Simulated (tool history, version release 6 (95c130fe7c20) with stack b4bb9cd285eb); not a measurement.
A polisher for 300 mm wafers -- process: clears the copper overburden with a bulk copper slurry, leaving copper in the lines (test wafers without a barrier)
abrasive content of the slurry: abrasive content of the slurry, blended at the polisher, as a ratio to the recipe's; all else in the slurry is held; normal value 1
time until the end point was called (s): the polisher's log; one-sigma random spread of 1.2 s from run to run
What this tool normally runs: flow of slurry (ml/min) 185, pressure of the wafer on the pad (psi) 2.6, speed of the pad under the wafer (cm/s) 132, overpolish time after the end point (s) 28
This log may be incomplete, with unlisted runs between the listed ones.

| run | day | flow of slurry (ml/min) | pressure of the wafer on the pad (psi) | speed of the pad under the wafer (cm/s) | abrasive content of the slurry | overpolish time after the end point (s) | wafers since the last listed run | wafers polished on this pad | hours since the slurry nozzle was cleaned | hours since the head pressure was calibrated | hours since the slurry blender was calibrated | incoming thickness of the incoming film, nm | time until the end point was called (s) |
|---|---|---|---|---|---|---|---|---|---|---|---|---|---|
| 1 | 0 | 185 | 3.3 | 132 | 1 | 18 | 0 | 539 | 584.6 | 793.5 | 253.7 | 1306.8 | 90.3 |
| 2 | 0.283 | 185 | 2.6 | 132 | 1.15 | 28 | 52 | 592 | 591.4 | 800.3 | 260.5 | 1336.5 | 107.2 |
| 3 | 1.008 | 185 | 2.6 | 132 | 1 | 28 | 133 | 726 | 608.8 | 817.7 | 277.9 | 1341.7 | 110.6 |
| 4 | 1.408 | 185 | 2.6 | 132 | 1 | 28 | 73 | 799 | 618.4 | 827.3 | 287.5 | 1354.9 | 111.9 |
| 5 | 1.704 | 185 | 2.6 | 132 | 1 | 28 | 54 | 854 | 625.5 | 834.4 | 294.6 | 1346.4 | 109.7 |
| 6 | 2.108 | 185 | 2.6 | 132 | 1 | 28 | 74 | 929 | 635.2 | 844.1 | 304.3 | 1313.5 | 108.9 |
| 7 | 2.479 | 185 | 2.6 | 132 | 1 | 28 | 68 | 997 | 644.1 | 853 | 313.2 | 1345.2 | 110 |
| 8 | 3.15 | 185 | 2.6 | 132 | 1.2 | 28 | 123 | 1121 | 660.2 | 869.1 | 329.3 | 1311.5 | 104.4 |
|  | 3.304 | head pressure recalibrated |
|  | 3.5 | worn pad replaced by a new one |
| 9 | 3.621 | 185 | 2.6 | 132 | 1.2 | 28 | 40 | 22 | 671.5 | 7.6 | 340.6 | 1319.2 | 105.9 |
| 10 | 4.275 | 185 | 2.6 | 132 | 1 | 28 | 120 | 143 | 687.2 | 23.3 | 356.3 | 1334.1 | 111 |
| 11 | 4.879 | 185 | 2.6 | 132 | 1 | 28 | 111 | 254 | 701.7 | 37.8 | 370.8 | 1330.5 | 110 |
| 12 | 5.583 | 185 | 2.6 | 132 | 1 | 28 | 130 | 384 | 718.6 | 54.7 | 387.7 | 1306.3 | 106.7 |
|  | 5.9 | slurry blender recalibrated |
| 13 | 6.146 | 185 | 2.6 | 172 | 1.25 | 28 | 88 | 473 | 732.1 | 68.2 | 5.9 | 1318.8 | 78.7 |
| 14 | 6.883 | 230 | 2.6 | 176 | 1 | 28 | 136 | 609 | 749.8 | 85.9 | 23.6 | 1345.8 | 82 |
| 15 | 7.35 | 215 | 2.6 | 132 | 1 | 28 | 86 | 695 | 761 | 97.1 | 34.8 | 1331 | 108.1 |
| 16 | 7.75 | 185 | 2.6 | 132 | 1 | 28 | 73 | 769 | 770.6 | 106.7 | 44.4 | 1301.9 | 108.1 |
| 17 | 8.192 | 185 | 2.6 | 132 | 0.85 | 40 | 81 | 851 | 781.2 | 117.3 | 55 | 1326.3 | 113.5 |
|  | 8.533 | slurry nozzle cleaned |
| 18 | 8.629 | 210 | 2.6 | 156 | 1.1 | 28 | 73 | 924 | 2.3 | 127.8 | 65.5 | 1328.1 | 89.7 |
|  | 9.283 | worn pad replaced by a new one |
| 19 | 9.304 | 185 | 2.6 | 132 | 1 | 28 | 93 | 3 | 18.5 | 144 | 81.7 | 1304.4 | 109.2 |
| 20 | 9.746 | 140 | 3 | 118 | 1 | 15 | 81 | 85 | 29.1 | 154.6 | 92.3 | 1340.6 | 114.2 |
| 21 | 10.467 | 140 | 2.6 | 132 | 1 | 28 | 133 | 218 | 46.4 | 171.9 | 109.6 | 1317.9 | 115.1 |
| 22 | 11.146 | 160 | 2.9 | 132 | 1 | 28 | 125 | 343 | 62.7 | 188.2 | 125.9 | 1343 | 103.7 |
| 23 | 11.458 | 185 | 2.6 | 132 | 1 | 28 | 57 | 401 | 70.2 | 195.7 | 133.4 | 1326.1 | 108.4 |
| 24 | 12.062 | 235 | 2.6 | 156 | 1 | 28 | 111 | 513 | 84.7 | 210.2 | 147.9 | 1355.7 | 91.3 |
| 25 | 12.425 | 185 | 2.6 | 92 | 0.75 | 28 | 66 | 580 | 93.4 | 218.9 | 156.6 | 1314.6 | 163.9 |
| 26 | 13.017 | 185 | 3.5 | 132 | 1 | 28 | 109 | 689 | 107.6 | 233.1 | 170.8 | 1317.6 | 87 |
| 27 | 13.704 | 185 | 2.6 | 132 | 0.9 | 28 | 126 | 816 | 124.1 | 249.6 | 187.3 | 1307 | 112.7 |
| 28 | 14.279 | 120 | 2.9 | 132 | 1.3 | 28 | 106 | 922 | 137.9 | 263.4 | 201.1 | 1324.5 | 102.2 |
| 29 | 14.596 | 185 | 1.8 | 132 | 1 | 28 | 58 | 980 | 145.5 | 271 | 208.7 | 1342.3 | 142.8 |
| 30 | 15.325 | 185 | 2.6 | 132 | 1.2 | 28 | 134 | 1115 | 163 | 288.5 | 226.2 | 1326.5 | 104.7 |

Hidden state at the last listed run before each entry between runs and at the first one after, where it differs:
Between runs 8 and 9: head pressure recalibrated (day 3.304); worn pad replaced by a new one (day 3.5)
  no difference in the tool's unlogged condition between these two runs
Between runs 12 and 13: slurry blender recalibrated (day 5.9)
  no difference in the tool's unlogged condition between these two runs
Between runs 17 and 18: slurry nozzle cleaned (day 8.533)
  no difference in the tool's unlogged condition between these two runs
Between runs 18 and 19: worn pad replaced by a new one (day 9.283)
  no difference in the tool's unlogged condition between these two runs
